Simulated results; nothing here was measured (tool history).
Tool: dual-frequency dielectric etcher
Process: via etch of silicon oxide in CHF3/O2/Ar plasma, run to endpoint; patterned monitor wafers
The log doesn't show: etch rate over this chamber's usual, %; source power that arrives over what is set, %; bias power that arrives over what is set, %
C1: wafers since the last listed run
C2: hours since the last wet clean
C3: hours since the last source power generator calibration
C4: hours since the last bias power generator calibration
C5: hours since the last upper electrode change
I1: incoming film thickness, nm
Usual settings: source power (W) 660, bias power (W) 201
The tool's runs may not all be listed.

Run 1, day 0: usual settings; C1 0; C2 433.6; C3 1993.2; C4 3431.3; C5 5708.1; I1 690.4. Result: endpoint time (s) 340.
Run 2, day 0.475: usual settings; C1 34; C2 445; C3 2004.6; C4 3442.7; C5 5719.5; I1 697.6. Result: endpoint time (s) 338.2.
Run 3, day 1.012: usual settings; C1 38; C2 457.9; C3 2017.5; C4 3455.6; C5 5732.4; I1 695.3. Result: endpoint time (s) 341.2.
Run 4, day 1.471: usual settings but source power (W) 750, bias power (W) 169; C1 33; C2 468.9; C3 2028.5; C4 3466.6; C5 5743.4; I1 688.2. Result: endpoint time (s) 350.2.
Run 5, day 2.112: usual settings but source power (W) 750, bias power (W) 169; C1 46; C2 484.3; C3 2043.9; C4 3482; C5 5758.8; I1 699.1. Result: endpoint time (s) 355.1.
Run 6, day 2.792: usual settings but source power (W) 750, bias power (W) 169; C1 48; C2 500.6; C3 2060.2; C4 3498.3; C5 5775.1; I1 695.4. Result: endpoint time (s) 357.2.
Run 7, day 3.396: usual settings but bias power (W) 221; C1 43; C2 515.1; C3 2074.7; C4 3512.8; C5 5789.6; I1 682.9. Result: endpoint time (s) 316.6.
Run 8, day 4.075: usual settings but bias power (W) 221; C1 48; C2 531.4; C3 2091; C4 3529.1; C5 5805.9; I1 701.7. Result: endpoint time (s) 326.5.
Run 9, day 4.504: usual settings but bias power (W) 221; C1 30; C2 541.7; C3 2101.3; C4 3539.4; C5 5816.2; I1 694.5. Result: endpoint time (s) 322.1.
At day 5.904: wet clean of the chamber.
Run 10, day 5.925: usual settings; C1 30; C2 0.5; C3 2135.4; C4 3573.5; C5 5850.3; I1 695.6. Result: endpoint time (s) 340.2.
Run 11, day 6.862: usual settings; C1 67; C2 23; C3 2157.9; C4 3596; C5 5872.8; I1 695.9. Result: endpoint time (s) 335.8.
Run 12, day 7.238: usual settings; C1 27; C2 32; C3 2166.9; C4 3605; C5 5881.8; I1 699.6. Result: endpoint time (s) 342.1.
Run 13, day 7.542: usual settings; C1 21; C2 39.3; C3 2174.2; C4 3612.3; C5 5889.1; I1 695.2. Result: endpoint time (s) 337.7.
At day 8.279: bias power generator calibrated.
At day 8.954: upper electrode replaced.
Run 14, day 8.975: usual settings but source power (W) 720, bias power (W) 180; C1 42; C2 73.7; C3 2208.6; C4 16.7; C5 0.5; I1 685.8. Result: endpoint time (s) 342.1.
Run 15, day 8.992: usual settings but source power (W) 510; C1 1; C2 74.1; C3 2209; C4 17.1; C5 0.9; I1 691.5. Result: endpoint time (s) 361.6.
Run 16, day 9.354: usual settings but source power (W) 810, bias power (W) 246; C1 26; C2 82.8; C3 2217.7; C4 25.8; C5 9.6; I1 696.7. Result: endpoint time (s) 293.7.
Run 17, day 9.85: usual settings but bias power (W) 233; C1 35; C2 94.7; C3 2229.6; C4 37.7; C5 21.5; I1 688.1. Result: endpoint time (s) 311.7.
Run 18, day 10.558: usual settings but source power (W) 500; C1 51; C2 111.7; C3 2246.6; C4 54.7; C5 38.5; I1 689.7. Result: endpoint time (s) 362.3.
At day 10.888: source power generator calibrated.
Run 19, day 11.225: usual settings but source power (W) 540, bias power (W) 179; C1 36; C2 127.7; C3 8.1; C4 70.7; C5 54.5; I1 700.1. Result: endpoint time (s) 380.1.
Run 20, day 11.712: usual settings but source power (W) 740, bias power (W) 233; C1 35; C2 139.4; C3 19.8; C4 82.4; C5 66.2; I1 698.2. Result: endpoint time (s) 303.9.
Run 21, day 12.05: usual settings; C1 24; C2 147.5; C3 27.9; C4 90.5; C5 74.3; I1 695.9. Result: endpoint time (s) 339.5.
Run 22, day 12.667: usual settings but bias power (W) 153; C1 44; C2 162.3; C3 42.7; C4 105.3; C5 89.1; I1 696.4. Result: endpoint time (s) 391.3.
Run 23, day 13.354: usual settings; C1 49; C2 178.8; C3 59.2; C4 121.8; C5 105.6; I1 694.5. Result: endpoint time (s) 338.2.
Run 24, day 13.975: usual settings; C1 44; C2 193.7; C3 74.1; C4 136.7; C5 120.5; I1 686.5. Result: endpoint time (s) 333.7.
Run 25, day 14.375: usual settings; C1 28; C2 203.3; C3 83.7; C4 146.3; C5 130.1; I1 696. Result: endpoint time (s) 336.1.
Run 26, day 14.971: usual settings; C1 42; C2 217.6; C3 98; C4 160.6; C5 144.4; I1 695. Result: endpoint time (s) 336.5.

3 ways to go on from here, each from the tool as it stands after run 26. What would each give?
Run A, day 14.992: usual settings; C1 1; C2 218.1; C3 98.5; C4 161.1; C5 144.9; I1 697.4. Result: endpoint time (s) ?.
Run B, day 14.992: usual settings but source power (W) 540, bias power (W) 159; C1 1; C2 218.1; C3 98.5; C4 161.1; C5 144.9; I1 697.4. Result: endpoint time (s) ?.
Run C, day 14.992: usual settings but source power (W) 570, bias power (W) 164; C1 1; C2 218.1; C3 98.5; C4 161.1; C5 144.9; I1 697.4. Result: endpoint time (s) ?.

run  endpoint time (s)
  A              342.6
  B              407.8
  C              395.4
Without the tool's hidden state the same runs would have given:
run  endpoint time (s)
  A              342.6
  B              407.8
  C              395.4
